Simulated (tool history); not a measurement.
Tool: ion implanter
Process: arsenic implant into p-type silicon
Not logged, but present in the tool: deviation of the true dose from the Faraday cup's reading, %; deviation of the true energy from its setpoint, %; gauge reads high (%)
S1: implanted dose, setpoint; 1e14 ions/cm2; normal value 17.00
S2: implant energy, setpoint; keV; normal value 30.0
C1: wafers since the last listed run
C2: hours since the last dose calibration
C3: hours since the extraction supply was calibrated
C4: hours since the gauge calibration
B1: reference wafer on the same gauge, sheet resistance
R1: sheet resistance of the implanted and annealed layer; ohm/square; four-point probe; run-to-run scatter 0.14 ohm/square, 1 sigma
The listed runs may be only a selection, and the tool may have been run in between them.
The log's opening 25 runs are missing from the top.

| run | hour | S1 | S2 | C1 | C2 | C3 | C4 | B1 | R1 |
|---|---|---|---|---|---|---|---|---|---|
|  | 336.8 | gauge calibrated |
| 26 | 345.8 | 18.48 | 39.0 | 314 | 104.7 | 109.3 | 9.0 | 81.29 | 83.40 |
| 27 | 352.3 | 21.60 | 33.5 | 103 | 111.2 | 115.8 | 15.5 | 81.30 | 83.21 |
| 28 | 376.3 | 17.00 | 30.0 | 383 | 135.2 | 139.8 | 39.5 | 81.31 | 93.95 |
| 29 | 392.4 | 17.00 | 30.0 | 257 | 151.3 | 155.9 | 55.6 | 81.30 | 93.78 |
| 30 | 400.1 | 17.00 | 38.5 | 122 | 159.0 | 163.6 | 63.3 | 81.29 | 86.54 |
| 31 | 412.3 | 13.48 | 39.5 | 194 | 171.2 | 175.8 | 75.5 | 81.30 | 96.34 |
| 32 | 425.0 | 17.00 | 30.0 | 202 | 183.9 | 188.5 | 88.2 | 81.30 | 93.83 |
| 33 | 435.6 | 17.00 | 36.5 | 169 | 194.5 | 199.1 | 98.8 | 81.29 | 87.95 |

Forecast each of these 5 alternatives for the next run:
| A | 436.0 | 17.00 | 30.0 | 6 | 194.9 | 199.5 | 99.2 | ? | ? |
| B | 436.0 | 15.63 | 26.5 | 6 | 194.9 | 199.5 | 99.2 | ? | ? |
| C | 436.0 | 21.65 | 25.5 | 6 | 194.9 | 199.5 | 99.2 | ? | ? |
| D | 436.0 | 17.00 | 27.0 | 6 | 194.9 | 199.5 | 99.2 | ? | ? |
| E | 436.0 | 13.26 | 24.0 | 6 | 194.9 | 199.5 | 99.2 | ? | ? |

| run | B1 | R1 |
|---|---|---|
| A | 81.31 | 93.72 |
| B | 81.31 | 100.43 |
| C | 81.31 | 92.03 |
| D | 81.31 | 96.89 |
| E | 81.31 | 110.32 |
What these runs would have given with no unlogged condition in the tool:
| run | R1 |
|---|---|
| A | 93.65 |
| B | 100.36 |
| C | 91.98 |
| D | 96.82 |
| E | 110.23 |
